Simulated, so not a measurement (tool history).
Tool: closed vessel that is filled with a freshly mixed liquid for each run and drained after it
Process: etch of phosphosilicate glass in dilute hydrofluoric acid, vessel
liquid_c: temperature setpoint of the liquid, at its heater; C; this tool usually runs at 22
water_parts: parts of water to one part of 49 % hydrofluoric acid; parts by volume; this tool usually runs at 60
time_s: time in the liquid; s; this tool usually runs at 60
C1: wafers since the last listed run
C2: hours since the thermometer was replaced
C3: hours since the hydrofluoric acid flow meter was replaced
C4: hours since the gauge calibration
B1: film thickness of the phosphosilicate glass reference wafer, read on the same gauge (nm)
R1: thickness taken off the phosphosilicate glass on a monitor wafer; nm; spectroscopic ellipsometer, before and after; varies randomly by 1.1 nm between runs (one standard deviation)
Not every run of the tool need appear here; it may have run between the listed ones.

Run 1, hour 0: usual settings but time_s 35 s; C1 0; C2 1099.7; C3 1956.1; C4 918.8; B1 30.01. Result: R1 77.52 nm.
Run 2, hour 89: usual settings but time_s 35 s; C1 9698; C2 1188.7; C3 2045.1; C4 1007.8; B1 29.99. Result: R1 78.24 nm.
Run 3, hour 195.6: usual settings; C1 11616; C2 1295.3; C3 2151.7; C4 1114.4; B1 30. Result: R1 131.62 nm.
Run 4, hour 301.6: usual settings; C1 11551; C2 1401.3; C3 2257.7; C4 1220.4; B1 29.98. Result: R1 132.22 nm.
Run 5, hour 385.5: usual settings but water_parts 40 parts by volume; C1 9143; C2 1485.2; C3 2341.6; C4 1304.3; B1 30. Result: R1 204.61 nm.
Run 6, hour 448.9: usual settings but water_parts 40 parts by volume; C1 6909; C2 1548.6; C3 2405; C4 1367.7; B1 29.97. Result: R1 205.06 nm.
At hour 451: hydrofluoric acid flow meter replaced.
Run 7, hour 490.5: usual settings but water_parts 40 parts by volume; C1 4424; C2 1590.2; C3 39.5; C4 1409.3; B1 29.98. Result: R1 205.43 nm.
Run 8, hour 533.2: usual settings but water_parts 65 parts by volume; C1 4653; C2 1632.9; C3 82.2; C4 1452; B1 30. Result: R1 121.43 nm.
Run 9, hour 636.2: usual settings but liquid_c 18 C, time_s 40 s; C1 11224; C2 1735.9; C3 185.2; C4 1555; B1 29.99. Result: R1 75.64 nm.
At hour 644.4: thermometer replaced.
Run 10, hour 685.4: usual settings but time_s 45 s; C1 5252; C2 41; C3 234.4; C4 1604.2; B1 29.98. Result: R1 99.47 nm.
Run 11, hour 791.2: usual settings; C1 11529; C2 146.8; C3 340.2; C4 1710; B1 30. Result: R1 134.9 nm.
Run 12, hour 855.8: usual settings but liquid_c 20.5 C; C1 7039; C2 211.4; C3 404.8; C4 1774.6; B1 30.02. Result: R1 125.84 nm.
Run 13, hour 898.7: usual settings; C1 4675; C2 254.3; C3 447.7; C4 1817.5; B1 29.97. Result: R1 133.44 nm.
Run 14, hour 1006.1: usual settings but liquid_c 19 C, water_parts 50 parts by volume; C1 11703; C2 361.7; C3 555.1; C4 1924.9; B1 30.01. Result: R1 142.86 nm.
Run 15, hour 1081.9: usual settings but water_parts 80 parts by volume; C1 8260; C2 437.5; C3 630.9; C4 2000.7; B1 30.02. Result: R1 97.75 nm.
Run 16, hour 1121.4: usual settings but liquid_c 23.5 C, water_parts 50 parts by volume, time_s 80 s; C1 4304; C2 477; C3 670.4; C4 2040.2; B1 29.98. Result: R1 228.88 nm.
At hour 1123.5: gauge calibrated.
Run 17, hour 1214.2: usual settings but liquid_c 23.5 C, water_parts 80 parts by volume, time_s 30 s; C1 10112; C2 569.8; C3 763.2; C4 90.7; B1 30.03. Result: R1 52.45 nm.
Run 18, hour 1307.2: usual settings but liquid_c 24.5 C, water_parts 75 parts by volume, time_s 80 s; C1 10134; C2 662.8; C3 856.2; C4 183.7; B1 30.02. Result: R1 157.91 nm.
Run 19, hour 1407.9: usual settings; C1 10973; C2 763.5; C3 956.9; C4 284.4; B1 30. Result: R1 133.45 nm.
Run 20, hour 1499.2: usual settings but liquid_c 19.5 C, water_parts 30 parts by volume; C1 9949; C2 854.8; C3 1048.2; C4 375.7; B1 30. Result: R1 249.98 nm.
Run 21, hour 1579.3: usual settings; C1 8728; C2 934.9; C3 1128.3; C4 455.8; B1 30.02. Result: R1 134.02 nm.
Run 22, hour 1656: usual settings but liquid_c 25 C, water_parts 70 parts by volume, time_s 45 s; C1 8358; C2 1011.6; C3 1205; C4 532.5; B1 30. Result: R1 95.06 nm.
Run 23, hour 1702.7: usual settings; C1 5089; C2 1058.3; C3 1251.7; C4 579.2; B1 29.98. Result: R1 133.78 nm.
Run 24, hour 1765.2: usual settings but liquid_c 23.5 C, water_parts 50 parts by volume, time_s 80 s; C1 6810; C2 1120.8; C3 1314.2; C4 641.7; B1 30.02. Result: R1 230.62 nm.
Run 25, hour 1801.7: usual settings but water_parts 35 parts by volume, time_s 45 s; C1 3977; C2 1157.3; C3 1350.7; C4 678.2; B1 30. Result: R1 177.97 nm.
Run 26, hour 1839.7: usual settings but liquid_c 17.5 C; C1 4141; C2 1195.3; C3 1388.7; C4 716.2; B1 30. Result: R1 109.87 nm.
Run 27, hour 1896.7: usual settings but liquid_c 19 C; C1 6211; C2 1252.3; C3 1445.7; C4 773.2; B1 29.99. Result: R1 120.11 nm.
Run 28, hour 1944: usual settings; C1 5154; C2 1299.6; C3 1493; C4 820.5; B1 29.97. Result: R1 133.62 nm.
At hour 2014.1: thermometer replaced.
Run 29, hour 2016: usual settings; C1 7737; C2 1.9; C3 1565; C4 892.5; B1 30.03. Result: R1 132.9 nm.
Run 30, hour 2108.8: usual settings but liquid_c 26 C, water_parts 35 parts by volume, time_s 45 s; C1 10112; C2 94.7; C3 1657.8; C4 985.3; B1 29.96. Result: R1 210.87 nm.
Run 31, hour 2196: usual settings but liquid_c 25.5 C, water_parts 75 parts by volume; C1 9502; C2 181.9; C3 1745; C4 1072.5; B1 29.99. Result: R1 121.34 nm.

Here are 5 independent what-if runs from the current tool condition. What would each one return?
Run A, hour 2196.7: usual settings but time_s 30 s; C1 76; C2 182.6; C3 1745.7; C4 1073.2; B1 ?. Result: R1 ?.
Run B, hour 2196.7: usual settings but liquid_c 20.5 C, time_s 30 s; C1 76; C2 182.6; C3 1745.7; C4 1073.2; B1 ?. Result: R1 ?.
Run C, hour 2196.7: usual settings but liquid_c 23.5 C, water_parts 75 parts by volume, time_s 50 s; C1 76; C2 182.6; C3 1745.7; C4 1073.2; B1 ?. Result: R1 ?.
Run D, hour 2196.7: usual settings but liquid_c 25.5 C; C1 76; C2 182.6; C3 1745.7; C4 1073.2; B1 ?. Result: R1 ?.
Run E, hour 2196.7: usual settings but water_parts 45 parts by volume; C1 76; C2 182.6; C3 1745.7; C4 1073.2; B1 ?. Result: R1 ?.

run     B1      R1
  A  30.03   67.13
  B  30.03   63.05
  C  30.03   93.41
  D  30.03  154.93
  E  30.03  182.42
With no hidden state in the tool, these same runs would have given:
run      R1
  A   67.13
  B   63.05
  C   93.41
  D  154.93
  E  182.42
